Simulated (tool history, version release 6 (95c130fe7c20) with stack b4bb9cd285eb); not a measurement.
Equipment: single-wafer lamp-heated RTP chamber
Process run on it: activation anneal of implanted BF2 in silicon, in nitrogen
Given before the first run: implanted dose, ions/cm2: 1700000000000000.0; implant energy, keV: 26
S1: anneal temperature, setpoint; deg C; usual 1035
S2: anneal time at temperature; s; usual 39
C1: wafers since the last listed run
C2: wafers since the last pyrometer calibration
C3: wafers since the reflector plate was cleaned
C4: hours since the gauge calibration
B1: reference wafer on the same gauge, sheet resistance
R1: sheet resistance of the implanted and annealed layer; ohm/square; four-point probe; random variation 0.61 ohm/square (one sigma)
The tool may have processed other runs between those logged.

| run | day | S1 | S2 | C1 | C2 | C3 | C4 | B1 | R1 |
|---|---|---|---|---|---|---|---|---|---|
| 1 | 0 | 1035 | 25 | 0 | 5907 | 3652 | 1259.2 | 110.96 | 121.45 |
|  | 1.162 | pyrometer window cleaned and pyrometer calibrated |
| 2 | 1.912 | 1022 | 34 | 406 | 192 | 4058 | 1305.1 | 110.98 | 127.76 |
| 3 | 4.267 | 1035 | 39 | 605 | 798 | 4664 | 1361.6 | 111.04 | 112.5 |
| 4 | 11.975 | 1035 | 39 | 1984 | 2782 | 6648 | 1546.6 | 111.04 | 112.99 |
|  | 12.525 | reflector plate cleaned |
| 5 | 16.412 | 1035 | 39 | 1056 | 3839 | 1000 | 1653.1 | 111.05 | 111.9 |
| 6 | 18.004 | 1035 | 50 | 409 | 4249 | 1409 | 1691.3 | 111.04 | 107.03 |
| 7 | 22.054 | 1023 | 39 | 1042 | 5291 | 2452 | 1788.5 | 110.99 | 121 |
|  | 26.738 | pyrometer window cleaned and pyrometer calibrated |
| 8 | 26.758 | 1047 | 39 | 1125 | 5 | 3577 | 1901.4 | 111.01 | 106.23 |
| 9 | 29.979 | 1048 | 39 | 829 | 834 | 4406 | 1978.7 | 110.95 | 103.86 |
| 10 | 33.154 | 1035 | 39 | 817 | 1651 | 5223 | 2054.9 | 111.02 | 112.66 |
| 11 | 35.571 | 1035 | 39 | 622 | 2273 | 5845 | 2112.9 | 110.99 | 113.11 |
|  | 36.479 | reflector plate cleaned |
| 12 | 39.95 | 1029 | 39 | 1041 | 3315 | 893 | 2218 | 111.14 | 116.86 |
| 13 | 42.904 | 1049 | 51 | 760 | 4075 | 1654 | 2288.9 | 111.03 | 95.94 |
| 14 | 46.05 | 1049 | 51 | 809 | 4885 | 2463 | 2364.4 | 111.03 | 96.97 |
|  | 49 | gauge calibrated |
|  | 49.608 | pyrometer window cleaned and pyrometer calibrated |
| 15 | 50.542 | 1035 | 32 | 1070 | 240 | 3534 | 37 | 110.89 | 119.3 |
| 16 | 52.05 | 1035 | 32 | 388 | 628 | 3922 | 73.2 | 110.9 | 118.49 |
| 17 | 55.246 | 1035 | 39 | 822 | 1450 | 4744 | 149.9 | 111.02 | 112.97 |
| 18 | 57.325 | 1043 | 19 | 535 | 1986 | 5280 | 199.8 | 110.93 | 121.94 |
| 19 | 59.429 | 1024 | 39 | 541 | 2527 | 5821 | 250.3 | 111.02 | 120.6 |
|  | 63.4 | reflector plate cleaned |
| 20 | 63.454 | 1035 | 39 | 950 | 3477 | 13 | 346.9 | 110.99 | 111.91 |
| 21 | 65.592 | 1035 | 61 | 550 | 4028 | 563 | 398.2 | 111.05 | 101.23 |
| 22 | 68.475 | 1017 | 27 | 742 | 4770 | 1305 | 467.4 | 111.1 | 134.49 |
| 23 | 71.721 | 1059 | 39 | 835 | 5605 | 2141 | 545.3 | 111.12 | 96.51 |
|  | 73.912 | pyrometer window cleaned and pyrometer calibrated |
| 24 | 75.538 | 1018 | 23 | 896 | 418 | 3037 | 636.9 | 110.9 | 140.39 |
| 25 | 77.112 | 1056 | 61 | 405 | 823 | 3443 | 674.7 | 110.98 | 91.52 |
| 26 | 86.733 | 1035 | 39 | 2476 | 3300 | 5919 | 905.6 | 110.9 | 111.7 |
| 27 | 89.533 | 1014 | 39 | 720 | 4020 | 6640 | 972.8 | 111.03 | 128.92 |
| 28 | 91.296 | 1052 | 16 | 453 | 4474 | 7094 | 1015.1 | 111.16 | 116.91 |
|  | 91.758 | reflector plate cleaned |
| 29 | 93.442 | 1049 | 39 | 466 | 4941 | 433 | 1066.6 | 110.99 | 101.75 |
| 30 | 95.629 | 1062 | 47 | 563 | 5504 | 996 | 1119.1 | 110.96 | 90.62 |
|  | 96.838 | pyrometer window cleaned and pyrometer calibrated |
| 31 | 99.55 | 1011 | 31 | 923 | 698 | 1919 | 1213.2 | 111.17 | 140.31 |
| 32 | 102.546 | 1035 | 39 | 771 | 1469 | 2690 | 1285.1 | 110.99 | 112.27 |

Run 33 has not been measured yet. What should we expect?
| 33 | 104.317 | 1053 | 62 | 455 | 1925 | 3146 | 1327.6 | ? | ? |

Run 33 gave B1 110.96, R1 91.46 ohm/square.
With the hidden condition absent and the run-to-run variation left alone, this run would have shown R1 93.27 ohm/square.
